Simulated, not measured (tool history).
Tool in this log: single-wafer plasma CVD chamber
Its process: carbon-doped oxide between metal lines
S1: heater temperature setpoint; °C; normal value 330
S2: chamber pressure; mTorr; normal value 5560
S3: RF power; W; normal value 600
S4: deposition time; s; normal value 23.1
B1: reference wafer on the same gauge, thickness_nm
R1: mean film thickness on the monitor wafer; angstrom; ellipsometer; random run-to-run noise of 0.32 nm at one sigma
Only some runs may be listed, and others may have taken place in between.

Run 1, hour 0: usual settings but S2 5210 mTorr; B1 129.035. Result: R1 1486.34 angstrom.
At hour 5.9: gauge calibrated.
Run 2, hour 16.1: usual settings but S2 5210 mTorr; B1 129.003. Result: R1 1483.12 angstrom.
Run 3, hour 34: usual settings but S2 5210 mTorr; B1 128.975. Result: R1 1485.34 angstrom.
Run 4, hour 67.5: usual settings but S1 319 °C, S4 25.9 s; B1 129.059. Result: R1 1746.28 angstrom.
Run 5, hour 92.2: usual settings but S4 24.3 s; B1 128.973. Result: R1 1572.29 angstrom.
Run 6, hour 105.6: usual settings but S4 24.3 s; B1 128.99. Result: R1 1570.67 angstrom.
Run 7, hour 122.6: usual settings but S4 24.3 s; B1 128.933. Result: R1 1568.66 angstrom.
Run 8, hour 160.6: usual settings but S2 6190 mTorr, S3 565 W; B1 129.013. Result: R1 1427.15 angstrom.
Run 9, hour 199.7: usual settings but S2 6190 mTorr, S3 565 W; B1 129.02. Result: R1 1428.19 angstrom.
Run 10, hour 243.1: usual settings but S2 6190 mTorr, S3 565 W; B1 129.045. Result: R1 1425.35 angstrom.
Run 11, hour 261.3: usual settings but S2 6300 mTorr; B1 128.98. Result: R1 1503.96 angstrom.
At hour 329.7: thermocouple changed; heater temperature recalibrated.
At hour 353.6: gauge calibrated.
Run 12, hour 369.2: usual settings but S1 321 °C, S2 6330 mTorr, S3 485 W, S4 26.2 s; B1 128.965. Result: R1 1452.45 angstrom.
At hour 384.8: capacitance manometer re-zeroed and calibrated.
Run 13, hour 394.1: usual settings but S2 6300 mTorr; B1 128.982. Result: R1 1494.38 angstrom.
At hour 413: RF generator calibrated.
Run 14, hour 415.4: usual settings but S1 337 °C, S2 4840 mTorr, S3 495 W, S4 20.1 s; B1 129.079. Result: R1 1078.83 angstrom.
Run 15, hour 430.1: usual settings but S2 6500 mTorr, S3 650 W; B1 128.978. Result: R1 1644.78 angstrom.
Run 16, hour 449.8: usual settings but S1 319 °C, S2 6130 mTorr, S3 560 W, S4 20 s; B1 129.094. Result: R1 1316.95 angstrom.
At hour 480.8: showerhead replaced.
Run 17, hour 481.3: usual settings but S1 338 °C, S2 6650 mTorr, S3 555 W, S4 27.3 s; B1 128.999. Result: R1 1650.39 angstrom.

Estimate the outcome of run 18 from the log above:
Run 18, hour 503.8: usual settings but S1 342 °C, S3 655 W; B1 ?. Result: R1 ?.

B1: 129.034
R1: 1563.38 angstrom
Minus the tool's unlogged condition, the same run would have read R1 1567.23 angstrom.

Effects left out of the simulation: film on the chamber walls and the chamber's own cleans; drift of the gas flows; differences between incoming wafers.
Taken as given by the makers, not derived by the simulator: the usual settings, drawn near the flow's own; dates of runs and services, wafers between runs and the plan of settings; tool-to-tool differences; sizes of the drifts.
